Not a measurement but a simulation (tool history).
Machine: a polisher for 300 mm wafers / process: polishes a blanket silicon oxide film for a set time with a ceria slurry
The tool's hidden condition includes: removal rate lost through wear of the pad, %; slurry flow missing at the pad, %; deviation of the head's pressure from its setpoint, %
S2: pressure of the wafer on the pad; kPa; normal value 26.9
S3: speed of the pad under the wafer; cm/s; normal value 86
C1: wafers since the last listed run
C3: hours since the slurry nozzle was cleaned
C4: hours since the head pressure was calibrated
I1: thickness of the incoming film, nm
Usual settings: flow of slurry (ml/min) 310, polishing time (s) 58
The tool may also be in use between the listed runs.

Run 1, hour 0.0: usual settings but S3 102 cm/s; C1 0; wafers polished on this pad 4378; C3 672.0; C4 248.3; I1 1325.5. Result: film removed (nm) 274.6.
At hour 22.5: slurry nozzle cleaned.
Run 2, hour 95.1: usual settings but S3 102 cm/s; C1 973; wafers polished on this pad 5351; C3 72.6; C4 343.4; I1 1333.5. Result: film removed (nm) 273.0.
Run 3, hour 285.3: usual settings but S3 102 cm/s; C1 1967; wafers polished on this pad 7319; C3 262.8; C4 533.6; I1 1314.7. Result: film removed (nm) 274.8.
Run 4, hour 350.4: usual settings; C1 673; wafers polished on this pad 7992; C3 327.9; C4 598.7; I1 1309.8. Result: film removed (nm) 244.5.
At hour 400.7: worn pad replaced by a new one.
Run 5, hour 416.8: usual settings; C1 645; wafers polished on this pad 167; C3 394.3; C4 665.1; I1 1331.6. Result: film removed (nm) 243.3.
Run 6, hour 500.4: usual settings; C1 864; wafers polished on this pad 1031; C3 477.9; C4 748.7; I1 1333.6. Result: film removed (nm) 243.5.
Run 7, hour 541.1: usual settings; C1 421; wafers polished on this pad 1452; C3 518.6; C4 789.4; I1 1314.3. Result: film removed (nm) 238.7.
At hour 564.7: head pressure recalibrated.
Run 8, hour 618.7: usual settings; C1 782; wafers polished on this pad 2234; C3 596.2; C4 54.0; I1 1302.4. Result: film removed (nm) 240.5.
Run 9, hour 692.1: usual settings; C1 759; wafers polished on this pad 2994; C3 669.6; C4 127.4; I1 1326.9. Result: film removed (nm) 241.9.
Run 10, hour 827.8: usual settings; C1 1403; wafers polished on this pad 4398; C3 805.3; C4 263.1; I1 1310.1. Result: film removed (nm) 242.8.
At hour 905.9: slurry nozzle cleaned.
Run 11, hour 1127.1: usual settings; C1 3085; wafers polished on this pad 7483; C3 221.2; C4 562.4; I1 1328.4. Result: film removed (nm) 238.7.
Run 12, hour 1168.2: usual settings; C1 425; wafers polished on this pad 7909; C3 262.3; C4 603.5; I1 1293.5. Result: film removed (nm) 241.1.
At hour 1206.3: worn pad replaced by a new one.
Run 13, hour 1224.4: usual settings but S3 100 cm/s; C1 539; wafers polished on this pad 187; C3 318.5; C4 659.7; I1 1311.1. Result: film removed (nm) 268.2.
Run 14, hour 1285.0: usual settings; C1 626; wafers polished on this pad 814; C3 379.1; C4 720.3; I1 1319.2. Result: film removed (nm) 242.1.
At hour 1357.2: head pressure recalibrated.
Run 15, hour 1377.0: usual settings but flow of slurry (ml/min) 360, S2 35.9 kPa, S3 108 cm/s, polishing time (s) 77; C1 931; wafers polished on this pad 1745; C3 471.1; C4 19.8; I1 1312.3. Result: film removed (nm) 514.9.
Run 16, hour 1470.5: usual settings but S2 17.9 kPa, polishing time (s) 45; C1 967; wafers polished on this pad 2712; C3 564.6; C4 113.3; I1 1322.0. Result: film removed (nm) 124.4.
Run 17, hour 1538.1: usual settings but flow of slurry (ml/min) 345, S2 20.0 kPa, polishing time (s) 42; C1 699; wafers polished on this pad 3412; C3 632.2; C4 180.9; I1 1343.0. Result: film removed (nm) 129.8.
Run 18, hour 1617.9: usual settings but flow of slurry (ml/min) 410, S3 102 cm/s; C1 825; wafers polished on this pad 4237; C3 712.0; C4 260.7; I1 1329.6. Result: film removed (nm) 277.0.
Run 19, hour 1655.1: usual settings but flow of slurry (ml/min) 405, S2 34.5 kPa, S3 114 cm/s, polishing time (s) 76; C1 384; wafers polished on this pad 4622; C3 749.2; C4 297.9; I1 1317.8. Result: film removed (nm) 499.6.
At hour 1667.3: slurry nozzle cleaned.
Run 20, hour 1711.1: usual settings; C1 568; wafers polished on this pad 5191; C3 43.8; C4 353.9; I1 1315.9. Result: film removed (nm) 240.9.
Run 21, hour 1796.1: usual settings; C1 879; wafers polished on this pad 6070; C3 128.8; C4 438.9; I1 1317.5. Result: film removed (nm) 243.3.
Run 22, hour 1846.4: usual settings but flow of slurry (ml/min) 375, S2 21.4 kPa, S3 68 cm/s; C1 520; wafers polished on this pad 6591; C3 179.1; C4 489.2; I1 1333.1. Result: film removed (nm) 168.3.
Run 23, hour 1891.8: usual settings but flow of slurry (ml/min) 415, S3 108 cm/s; C1 469; wafers polished on this pad 7060; C3 224.5; C4 534.6; I1 1302.4. Result: film removed (nm) 288.0.
At hour 1931.6: worn pad replaced by a new one.
Run 24, hour 1982.3: usual settings but flow of slurry (ml/min) 420, S2 17.9 kPa, polishing time (s) 71; C1 894; wafers polished on this pad 524; C3 315.0; C4 625.1; I1 1298.5. Result: film removed (nm) 198.7.
Run 25, hour 2075.9: usual settings; C1 968; wafers polished on this pad 1492; C3 408.6; C4 718.7; I1 1316.3. Result: film removed (nm) 243.6.
At hour 2117.8: head pressure recalibrated.
Run 26, hour 2140.1: usual settings; C1 643; wafers polished on this pad 2136; C3 472.8; C4 22.3; I1 1295.1. Result: film removed (nm) 246.4.
Run 27, hour 2243.1: usual settings but S3 66 cm/s, polishing time (s) 76; C1 1065; wafers polished on this pad 3201; C3 575.8; C4 125.3; I1 1307.5. Result: film removed (nm) 268.2.
Run 28, hour 2324.6: usual settings but flow of slurry (ml/min) 250, polishing time (s) 66; C1 843; wafers polished on this pad 4044; C3 657.3; C4 206.8; I1 1340.7. Result: film removed (nm) 271.2.
Run 29, hour 2402.1: usual settings but S3 102 cm/s; C1 801; wafers polished on this pad 4846; C3 734.8; C4 284.3; I1 1304.1. Result: film removed (nm) 271.8.
At hour 2457.8: slurry nozzle cleaned.
Run 30, hour 2487.2: usual settings but S2 36.5 kPa, polishing time (s) 74; C1 869; wafers polished on this pad 5716; C3 29.4; C4 369.4; I1 1331.0. Result: film removed (nm) 427.0.
Run 31, hour 2535.6: usual settings but S2 24.1 kPa, polishing time (s) 44; C1 500; wafers polished on this pad 6217; C3 77.8; C4 417.8; I1 1333.8. Result: film removed (nm) 165.0.
Run 32, hour 2618.2: usual settings but S2 20.7 kPa, S3 58 cm/s; C1 854; wafers polished on this pad 7071; C3 160.4; C4 500.4; I1 1309.3. Result: film removed (nm) 144.3.
Run 33, hour 2698.8: usual settings but flow of slurry (ml/min) 240, S2 32.4 kPa, S3 66 cm/s, polishing time (s) 67; C1 833; wafers polished on this pad 7905; C3 241.0; C4 581.0; I1 1314.6. Result: film removed (nm) 279.0.
Run 34, hour 2763.6: usual settings but flow of slurry (ml/min) 240, S2 22.1 kPa, polishing time (s) 75; C1 670; wafers polished on this pad 8575; C3 305.8; C4 645.8; I1 1329.0. Result: film removed (nm) 251.7.
At hour 2799.6: worn pad replaced by a new one.
Run 35, hour 2803.6: usual settings but flow of slurry (ml/min) 265, S3 98 cm/s, polishing time (s) 42; C1 372; wafers polished on this pad 41; C3 345.8; C4 685.8; I1 1337.2. Result: film removed (nm) 186.5.
Run 36, hour 2906.5: usual settings; C1 1064; wafers polished on this pad 1106; C3 448.7; C4 788.7; I1 1332.3. Result: film removed (nm) 241.0.
At hour 2910.3: head pressure recalibrated.
Run 37, hour 2989.0: usual settings but flow of slurry (ml/min) 230; C1 832; wafers polished on this pad 1938; C3 531.2; C4 78.7; I1 1305.3. Result: film removed (nm) 230.3.

Across each entry between runs, compare the hidden state at the last listed run before it with the hidden state at the first listed run after it:
Run 1 -> run 2: slurry nozzle cleaned (hour 22.5)
  both runs share identical hidden conditions
Run 4 -> run 5: worn pad replaced by a new one (hour 400.7)
  both runs share identical hidden conditions
Run 7 -> run 8: head pressure recalibrated (hour 564.7)
  both runs share identical hidden conditions
Run 10 -> run 11: slurry nozzle cleaned (hour 905.9)
  both runs share identical hidden conditions
Run 12 -> run 13: worn pad replaced by a new one (hour 1206.3)
  both runs share identical hidden conditions
Run 14 -> run 15: head pressure recalibrated (hour 1357.2)
  both runs share identical hidden conditions
Run 19 -> run 20: slurry nozzle cleaned (hour 1667.3)
  both runs share identical hidden conditions
Run 23 -> run 24: worn pad replaced by a new one (hour 1931.6)
  both runs share identical hidden conditions
Run 25 -> run 26: head pressure recalibrated (hour 2117.8)
  both runs share identical hidden conditions
Run 29 -> run 30: slurry nozzle cleaned (hour 2457.8)
  both runs share identical hidden conditions
Run 34 -> run 35: worn pad replaced by a new one (hour 2799.6)
  both runs share identical hidden conditions
Run 36 -> run 37: head pressure recalibrated (hour 2910.3)
  both runs share identical hidden conditions
